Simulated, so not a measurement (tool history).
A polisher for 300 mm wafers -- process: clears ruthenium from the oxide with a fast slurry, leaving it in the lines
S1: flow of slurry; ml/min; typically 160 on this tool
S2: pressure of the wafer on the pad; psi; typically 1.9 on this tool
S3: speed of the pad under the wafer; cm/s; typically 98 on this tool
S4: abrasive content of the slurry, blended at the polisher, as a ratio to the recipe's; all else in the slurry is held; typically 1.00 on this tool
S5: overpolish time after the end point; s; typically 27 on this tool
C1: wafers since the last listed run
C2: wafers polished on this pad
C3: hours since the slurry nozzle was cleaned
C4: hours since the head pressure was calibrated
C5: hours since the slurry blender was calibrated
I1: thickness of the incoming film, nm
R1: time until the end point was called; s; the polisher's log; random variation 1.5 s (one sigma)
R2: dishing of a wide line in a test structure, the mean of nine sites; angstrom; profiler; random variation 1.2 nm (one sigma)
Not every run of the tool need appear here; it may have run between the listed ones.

{"run": 1, "hour": 0.0, "S1": 160, "S2": 1.9, "S3": 98, "S4": 1.0, "S5": 27, "C1": 0, "C2": 2635, "C3": 362.8, "C4": 679.0, "C5": 283.7, "I1": 265.0, "R1": 88.9, "R2": 577}
{"hour": 19.0, "done": "worn pad replaced by a new one"}
{"run": 2, "hour": 59.5, "S1": 160, "S2": 1.9, "S3": 98, "S4": 1.0, "S5": 27, "C1": 405, "C2": 296, "C3": 422.3, "C4": 738.5, "C5": 343.2, "I1": 262.7, "R1": 93.1, "R2": 559}
{"run": 3, "hour": 105.6, "S1": 160, "S2": 1.9, "S3": 98, "S4": 1.0, "S5": 27, "C1": 337, "C2": 633, "C3": 468.4, "C4": 784.6, "C5": 389.3, "I1": 259.8, "R1": 96.4, "R2": 544}
{"hour": 112.6, "done": "head pressure recalibrated"}
{"hour": 141.4, "done": "slurry blender recalibrated"}
{"run": 4, "hour": 398.4, "S1": 160, "S2": 1.9, "S3": 98, "S4": 1.0, "S5": 27, "C1": 2112, "C2": 2745, "C3": 761.2, "C4": 285.8, "C5": 257.0, "I1": 260.7, "R1": 94.7, "R2": 540}
{"run": 5, "hour": 436.4, "S1": 160, "S2": 1.9, "S3": 98, "S4": 1.0, "S5": 27, "C1": 277, "C2": 3023, "C3": 799.2, "C4": 323.8, "C5": 295.0, "I1": 256.3, "R1": 96.2, "R2": 519}
{"hour": 457.8, "done": "worn pad replaced by a new one"}
{"run": 6, "hour": 505.5, "S1": 160, "S2": 1.9, "S3": 98, "S4": 1.0, "S5": 27, "C1": 476, "C2": 348, "C3": 868.3, "C4": 392.9, "C5": 364.1, "I1": 260.2, "R1": 100.4, "R2": 493}
{"hour": 570.7, "done": "slurry blender recalibrated"}
{"run": 7, "hour": 597.0, "S1": 160, "S2": 2.3, "S3": 98, "S4": 1.25, "S5": 27, "C1": 654, "C2": 1003, "C3": 959.8, "C4": 484.4, "C5": 26.3, "I1": 256.7, "R1": 66.3, "R2": 662}
{"hour": 601.6, "done": "slurry nozzle cleaned"}
{"run": 8, "hour": 679.9, "S1": 160, "S2": 2.3, "S3": 98, "S4": 1.25, "S5": 27, "C1": 598, "C2": 1602, "C3": 78.3, "C4": 567.3, "C5": 109.2, "I1": 260.4, "R1": 65.2, "R2": 717}
{"run": 9, "hour": 785.5, "S1": 160, "S2": 2.3, "S3": 98, "S4": 1.25, "S5": 27, "C1": 772, "C2": 2374, "C3": 183.9, "C4": 672.9, "C5": 214.8, "I1": 259.0, "R1": 61.8, "R2": 701}
{"hour": 839.0, "done": "worn pad replaced by a new one"}
{"run": 10, "hour": 843.1, "S1": 160, "S2": 1.9, "S3": 98, "S4": 1.0, "S5": 27, "C1": 392, "C2": 29, "C3": 241.5, "C4": 730.5, "C5": 272.4, "I1": 266.1, "R1": 90.6, "R2": 560}
{"hour": 898.6, "done": "head pressure recalibrated"}
{"run": 11, "hour": 923.2, "S1": 160, "S2": 1.9, "S3": 98, "S4": 1.0, "S5": 27, "C1": 571, "C2": 600, "C3": 321.6, "C4": 24.6, "C5": 352.5, "I1": 262.9, "R1": 91.6, "R2": 532}
{"run": 12, "hour": 963.5, "S1": 160, "S2": 1.9, "S3": 98, "S4": 1.0, "S5": 27, "C1": 294, "C2": 895, "C3": 361.9, "C4": 64.9, "C5": 392.8, "I1": 263.7, "R1": 95.3, "R2": 533}
{"hour": 1034.7, "done": "slurry blender recalibrated"}
{"run": 13, "hour": 1063.0, "S1": 190, "S2": 1.9, "S3": 98, "S4": 1.0, "S5": 27, "C1": 713, "C2": 1608, "C3": 461.4, "C4": 164.4, "C5": 28.3, "I1": 261.6, "R1": 84.6, "R2": 569}
{"run": 14, "hour": 1141.3, "S1": 160, "S2": 1.7, "S3": 66, "S4": 1.15, "S5": 31, "C1": 572, "C2": 2181, "C3": 539.7, "C4": 242.7, "C5": 106.6, "I1": 262.1, "R1": 136.4, "R2": 439}
{"hour": 1297.5, "done": "worn pad replaced by a new one"}
{"run": 15, "hour": 1442.7, "S1": 160, "S2": 1.9, "S3": 98, "S4": 0.9, "S5": 27, "C1": 2175, "C2": 1061, "C3": 841.1, "C4": 544.1, "C5": 408.0, "I1": 256.7, "R1": 111.5, "R2": 455}
{"hour": 1445.3, "done": "slurry blender recalibrated"}
{"run": 16, "hour": 1478.7, "S1": 160, "S2": 1.7, "S3": 130, "S4": 1.0, "S5": 27, "C1": 248, "C2": 1310, "C3": 877.1, "C4": 580.1, "C5": 33.4, "I1": 257.0, "R1": 77.9, "R2": 612}
{"run": 17, "hour": 1558.8, "S1": 160, "S2": 1.9, "S3": 98, "S4": 1.0, "S5": 27, "C1": 585, "C2": 1896, "C3": 957.2, "C4": 660.2, "C5": 113.5, "I1": 258.3, "R1": 97.8, "R2": 517}
{"hour": 1565.6, "done": "slurry nozzle cleaned"}
{"run": 18, "hour": 1626.6, "S1": 160, "S2": 2.5, "S3": 98, "S4": 1.0, "S5": 27, "C1": 488, "C2": 2384, "C3": 61.0, "C4": 728.0, "C5": 181.3, "I1": 260.3, "R1": 64.0, "R2": 687}
{"hour": 1685.0, "done": "head pressure recalibrated"}
{"run": 19, "hour": 1703.3, "S1": 160, "S2": 1.4, "S3": 98, "S4": 0.7, "S5": 22, "C1": 546, "C2": 2931, "C3": 137.7, "C4": 18.3, "C5": 258.0, "I1": 263.2, "R1": 147.6, "R2": 312}
{"hour": 1707.9, "done": "worn pad replaced by a new one"}
{"run": 20, "hour": 1797.7, "S1": 160, "S2": 2.2, "S3": 98, "S4": 1.0, "S5": 27, "C1": 661, "C2": 656, "C3": 232.1, "C4": 112.7, "C5": 352.4, "I1": 263.8, "R1": 82.5, "R2": 575}
{"run": 21, "hour": 1852.4, "S1": 160, "S2": 1.9, "S3": 98, "S4": 1.25, "S5": 27, "C1": 400, "C2": 1056, "C3": 286.8, "C4": 167.4, "C5": 407.1, "I1": 260.4, "R1": 87.6, "R2": 562}
{"run": 22, "hour": 1897.4, "S1": 160, "S2": 1.9, "S3": 98, "S4": 1.0, "S5": 27, "C1": 329, "C2": 1386, "C3": 331.8, "C4": 212.4, "C5": 452.1, "I1": 257.0, "R1": 99.9, "R2": 481}
{"hour": 1917.1, "done": "slurry blender recalibrated"}
{"run": 23, "hour": 1977.1, "S1": 160, "S2": 2.4, "S3": 126, "S4": 1.25, "S5": 27, "C1": 568, "C2": 1954, "C3": 411.5, "C4": 292.1, "C5": 60.0, "I1": 257.6, "R1": 47.2, "R2": 810}
{"run": 24, "hour": 2043.4, "S1": 160, "S2": 1.9, "S3": 98, "S4": 1.0, "S5": 27, "C1": 484, "C2": 2439, "C3": 477.8, "C4": 358.4, "C5": 126.3, "I1": 259.4, "R1": 85.5, "R2": 552}
{"run": 25, "hour": 2122.8, "S1": 160, "S2": 1.9, "S3": 98, "S4": 1.0, "S5": 27, "C1": 580, "C2": 3019, "C3": 557.2, "C4": 437.8, "C5": 205.7, "I1": 264.1, "R1": 91.0, "R2": 532}

State the hidden condition of the tool at each of the runs:
removal rate lost through wear of the pad, %: 0 on each run
deviation of the head's pressure from its setpoint, %: 0 on each run
H1: slurry flow missing at the pad, %
H2: abrasive missing from the slurry, %
run=1 H1=9.74 H2=11.4
run=2 H1=11.7 H2=16.4
run=3 H1=13.5 H2=21
run=4 H1=29 H2=12.2
run=5 H1=31.5 H2=15.1
run=6 H1=36.5 H2=21.2
run=7 H1=43.6 H2=0.333
run=8 H1=9.42 H2=1.85
run=9 H1=10.6 H2=6.47
run=10 H1=11.7 H2=10.3
run=11 H1=13.6 H2=17
run=12 H1=14.8 H2=21.1
run=13 H1=18.3 H2=1.78
run=14 H1=21.7 H2=3.21
run=15 H1=39.5 H2=24.1
run=16 H1=42.2 H2=1.55
run=17 H1=48.5 H2=3.14
run=18 H1=3.95 H2=5.84
run=19 H1=4.61 H2=10.4
run=20 H1=6.11 H2=18.2
run=21 H1=7.33 H2=23.8
run=22 H1=8.52 H2=29
run=23 H1=11.1 H2=4.26
run=24 H1=13.6 H2=5.93
run=25 H1=17.1 H2=9.48

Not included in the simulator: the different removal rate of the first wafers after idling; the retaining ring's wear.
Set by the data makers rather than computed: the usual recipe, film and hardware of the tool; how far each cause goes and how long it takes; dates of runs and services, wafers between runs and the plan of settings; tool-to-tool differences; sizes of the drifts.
